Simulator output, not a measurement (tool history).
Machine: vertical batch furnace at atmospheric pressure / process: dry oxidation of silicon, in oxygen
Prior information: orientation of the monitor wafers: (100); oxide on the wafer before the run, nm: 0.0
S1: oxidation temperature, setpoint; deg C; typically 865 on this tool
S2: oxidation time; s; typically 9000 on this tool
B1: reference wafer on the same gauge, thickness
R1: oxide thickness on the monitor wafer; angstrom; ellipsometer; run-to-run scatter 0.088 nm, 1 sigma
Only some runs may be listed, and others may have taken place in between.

Run 1, hour 0.0: usual settings; B1 25.00. Result: R1 243.5 angstrom.
Run 2, hour 53.7: usual settings; B1 25.01. Result: R1 245.8 angstrom.
Run 3, hour 96.1: usual settings; B1 25.01. Result: R1 244.9 angstrom.
Run 4, hour 196.3: usual settings but S1 845 deg C, S2 10170 s; B1 24.98. Result: R1 214.4 angstrom.
Run 5, hour 244.6: usual settings but S1 845 deg C, S2 10170 s; B1 24.99. Result: R1 212.3 angstrom.
Run 6, hour 296.9: usual settings but S1 845 deg C, S2 10170 s; B1 24.98. Result: R1 214.1 angstrom.
Run 7, hour 374.7: usual settings; B1 25.00. Result: R1 247.5 angstrom.
Run 8, hour 480.9: usual settings; B1 24.99. Result: R1 244.6 angstrom.
Run 9, hour 530.6: usual settings but S2 10410 s; B1 25.02. Result: R1 268.0 angstrom.
Run 10, hour 605.3: usual settings but S1 850 deg C; B1 24.97. Result: R1 208.0 angstrom.
Run 11, hour 680.5: usual settings but S1 858 deg C, S2 6150 s; B1 25.01. Result: R1 177.3 angstrom.
Run 12, hour 747.5: usual settings but S1 858 deg C, S2 6150 s; B1 25.02. Result: R1 176.6 angstrom.
Run 13, hour 848.3: usual settings but S1 858 deg C, S2 6150 s; B1 25.01. Result: R1 178.2 angstrom.
Run 14, hour 933.8: usual settings; B1 24.99. Result: R1 245.5 angstrom.
Run 15, hour 1004.1: usual settings; B1 25.02. Result: R1 245.4 angstrom.
Run 16, hour 1055.6: usual settings; B1 24.99. Result: R1 245.7 angstrom.
At hour 1137.2: gauge calibrated.
Run 17, hour 1159.4: usual settings; B1 24.99. Result: R1 247.7 angstrom.
Run 18, hour 1249.9: usual settings; B1 24.98. Result: R1 246.7 angstrom.
Run 19, hour 1357.8: usual settings; B1 24.97. Result: R1 246.1 angstrom.
Run 20, hour 1420.0: usual settings; B1 24.99. Result: R1 245.5 angstrom.
Run 21, hour 1509.6: usual settings but S1 885 deg C, S2 11670 s; B1 25.01. Result: R1 364.5 angstrom.
Run 22, hour 1611.9: usual settings; B1 24.99. Result: R1 245.9 angstrom.
Run 23, hour 1706.9: usual settings; B1 25.00. Result: R1 244.9 angstrom.
Run 24, hour 1899.9: usual settings; B1 25.00. Result: R1 246.3 angstrom.
Run 25, hour 1937.0: usual settings but S1 846 deg C, S2 5070 s; B1 25.00. Result: R1 134.5 angstrom.
Run 26, hour 2019.8: usual settings but S2 13290 s; B1 25.01. Result: R1 319.4 angstrom.
Run 27, hour 2092.4: usual settings but S2 6570 s; B1 24.98. Result: R1 199.8 angstrom.
Run 28, hour 2136.1: usual settings; B1 24.99. Result: R1 246.0 angstrom.
At hour 2200.5: thermocouples replaced and temperature profile calibrated.
Run 29, hour 2243.3: usual settings but S1 879 deg C, S2 10680 s; B1 24.98. Result: R1 320.7 angstrom.
Run 30, hour 2314.6: usual settings but S1 878 deg C; B1 25.02. Result: R1 281.0 angstrom.
At hour 2341.0: boat lift adjusted.
Run 31, hour 2404.0: usual settings but S1 878 deg C, S2 13440 s; B1 24.95. Result: R1 368.1 angstrom.
Run 32, hour 2481.4: usual settings but S1 885 deg C, S2 6990 s; B1 25.00. Result: R1 257.0 angstrom.
Run 33, hour 2570.5: usual settings but S1 873 deg C, S2 5670 s; B1 25.03. Result: R1 197.7 angstrom.
Run 34, hour 2639.8: usual settings but S1 888 deg C; B1 25.01. Result: R1 314.8 angstrom.
Run 35, hour 2717.8: usual settings; B1 25.00. Result: R1 245.8 angstrom.
Run 36, hour 2802.4: usual settings but S1 875 deg C, S2 12660 s; B1 24.99. Result: R1 343.5 angstrom.
Run 37, hour 2853.2: usual settings but S1 852 deg C, S2 12240 s; B1 25.04. Result: R1 261.4 angstrom.
Run 38, hour 2930.0: usual settings but S1 845 deg C, S2 13140 s; B1 24.99. Result: R1 250.6 angstrom.

Here are 4 independent what-if runs from the current tool condition. What would each one return?
Run A, hour 2936.4: usual settings but S2 6600 s; B1 ?. Result: R1 ?.
Run B, hour 2936.4: usual settings but S1 854 deg C, S2 11370 s; B1 ?. Result: R1 ?.
Run C, hour 2936.4: usual settings but S1 882 deg C, S2 12600 s; B1 ?. Result: R1 ?.
Run D, hour 2936.4: usual settings but S1 856 deg C, S2 6240 s; B1 ?. Result: R1 ?.

run     B1     R1
  A  24.99  199.0
  B  24.99  252.5
  C  24.99  368.0
  D  24.99  173.5
Stripped of hidden state, with their random variation kept, the same runs would have yielded:
run     R1
  A  199.0
  B  252.5
  C  368.0
  D  173.5
